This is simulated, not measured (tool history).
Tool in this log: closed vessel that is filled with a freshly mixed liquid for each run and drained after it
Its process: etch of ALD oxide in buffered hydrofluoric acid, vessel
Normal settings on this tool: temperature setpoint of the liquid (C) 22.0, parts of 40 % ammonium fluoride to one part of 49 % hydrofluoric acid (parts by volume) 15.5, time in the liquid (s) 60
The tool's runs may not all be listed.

| run | hour | temperature setpoint of the liquid (C) | parts of 40 % ammonium fluoride to one part of 49 % hydrofluoric acid (parts by volume) | time in the liquid (s) | wafers since the last listed run | hours since the thermometer was replaced | hours since the hydrofluoric acid flow meter was replaced | hours since the gauge calibration | read-back film thickness of the ALD oxide reference wafer, read on the same gauge (nm) | thickness taken off the ALD oxide on a monitor wafer (angstrom) |
|---|---|---|---|---|---|---|---|---|---|---|
| 1 | 0.0 | 22.0 | 15.5 | 60 | 0 | 2179.9 | 1192.5 | 2964.6 | 40.01 | 851.2 |
| 2 | 42.7 | 22.0 | 15.5 | 60 | 5874 | 2222.6 | 1235.2 | 3007.3 | 40.00 | 857.2 |
| 3 | 149.8 | 22.0 | 15.5 | 60 | 14733 | 2329.7 | 1342.3 | 3114.4 | 39.98 | 857.8 |
|  | 198.8 | hydrofluoric acid flow meter replaced |
| 4 | 212.2 | 22.0 | 15.5 | 60 | 8446 | 2392.1 | 13.4 | 3176.8 | 40.01 | 853.8 |
|  | 270.4 | thermometer replaced |
| 5 | 315.3 | 22.0 | 15.5 | 60 | 14045 | 44.9 | 116.5 | 3279.9 | 40.00 | 859.9 |
| 6 | 373.9 | 22.0 | 15.5 | 60 | 8061 | 103.5 | 175.1 | 3338.5 | 40.02 | 849.7 |
| 7 | 469.3 | 22.0 | 15.5 | 60 | 13124 | 198.9 | 270.5 | 3433.9 | 40.00 | 851.9 |
| 8 | 532.1 | 22.0 | 15.5 | 60 | 8639 | 261.7 | 333.3 | 3496.7 | 40.01 | 856.4 |
| 9 | 596.6 | 20.5 | 20.0 | 60 | 8873 | 326.2 | 397.8 | 3561.2 | 40.00 | 611.1 |
| 10 | 644.8 | 20.5 | 20.0 | 60 | 6630 | 374.4 | 446.0 | 3609.4 | 40.01 | 612.6 |
| 11 | 690.3 | 22.0 | 15.5 | 60 | 6259 | 419.9 | 491.5 | 3654.9 | 40.00 | 858.6 |
| 12 | 738.4 | 22.0 | 20.0 | 60 | 6617 | 468.0 | 539.6 | 3703.0 | 39.98 | 667.5 |
| 13 | 817.1 | 22.0 | 15.5 | 80 | 10826 | 546.7 | 618.3 | 3781.7 | 40.00 | 1133.4 |
| 14 | 894.1 | 22.0 | 20.0 | 30 | 10592 | 623.7 | 695.3 | 3858.7 | 40.00 | 333.6 |
|  | 947.1 | gauge calibrated |
| 15 | 982.3 | 20.0 | 15.5 | 70 | 12133 | 711.9 | 783.5 | 35.2 | 40.00 | 894.2 |
| 16 | 1031.7 | 18.5 | 15.5 | 30 | 6795 | 761.3 | 832.9 | 84.6 | 39.99 | 352.5 |
| 17 | 1082.2 | 22.0 | 18.5 | 60 | 6947 | 811.8 | 883.4 | 135.1 | 40.00 | 717.4 |
| 18 | 1162.9 | 22.0 | 15.5 | 60 | 11101 | 892.5 | 964.1 | 215.8 | 40.01 | 861.9 |
| 19 | 1210.2 | 22.0 | 15.5 | 45 | 6507 | 939.8 | 1011.4 | 263.1 | 40.00 | 644.3 |
| 20 | 1298.8 | 22.0 | 15.5 | 60 | 12188 | 1028.4 | 1100.0 | 351.7 | 39.98 | 856.1 |
| 21 | 1361.8 | 22.0 | 15.5 | 60 | 8666 | 1091.4 | 1163.0 | 414.7 | 40.00 | 852.7 |
| 22 | 1416.3 | 22.0 | 15.5 | 60 | 7497 | 1145.9 | 1217.5 | 469.2 | 39.99 | 849.2 |
| 23 | 1475.1 | 26.0 | 21.0 | 80 | 8089 | 1204.7 | 1276.3 | 528.0 | 40.00 | 1069.8 |
| 24 | 1518.1 | 20.5 | 15.5 | 40 | 5915 | 1247.7 | 1319.3 | 571.0 | 39.99 | 523.7 |
|  | 1676.6 | hydrofluoric acid flow meter replaced |
| 25 | 1722.2 | 22.0 | 15.5 | 60 | 27940 | 1451.8 | 45.6 | 775.1 | 40.00 | 848.7 |
| 26 | 1802.5 | 26.5 | 11.5 | 90 | 11046 | 1532.1 | 125.9 | 855.4 | 40.03 | 2189.1 |
| 27 | 2102.0 | 24.5 | 18.0 | 30 | 41201 | 1831.6 | 425.4 | 1154.9 | 40.01 | 422.4 |
| 28 | 2142.9 | 23.5 | 9.5 | 45 | 5626 | 1872.5 | 466.3 | 1195.8 | 40.01 | 1114.8 |
|  | 2220.4 | thermometer replaced |
| 29 | 2226.5 | 20.0 | 15.5 | 60 | 11363 | 6.1 | 549.9 | 1279.4 | 40.01 | 764.7 |
| 30 | 2272.7 | 22.0 | 15.5 | 60 | 6355 | 52.3 | 596.1 | 1325.6 | 39.98 | 855.5 |
| 31 | 2372.1 | 20.0 | 17.5 | 75 | 13674 | 151.7 | 695.5 | 1425.0 | 40.00 | 849.1 |
| 32 | 2442.8 | 22.0 | 15.5 | 60 | 9726 | 222.4 | 766.2 | 1495.7 | 40.02 | 853.9 |

Run 33 is up next; what results do you expect?
| 33 | 2508.5 | 18.5 | 13.5 | 30 | 9038 | 288.1 | 831.9 | 1561.4 | ? | ? |

For run 33 the tool returned read-back film thickness of the ALD oxide reference wafer, read on the same gauge (nm) 40.00, thickness taken off the ALD oxide on a monitor wafer (angstrom) 401.1.
With the hidden condition absent and the run-to-run variation left alone, this run would have shown thickness taken off the ALD oxide on a monitor wafer (angstrom) 401.1.
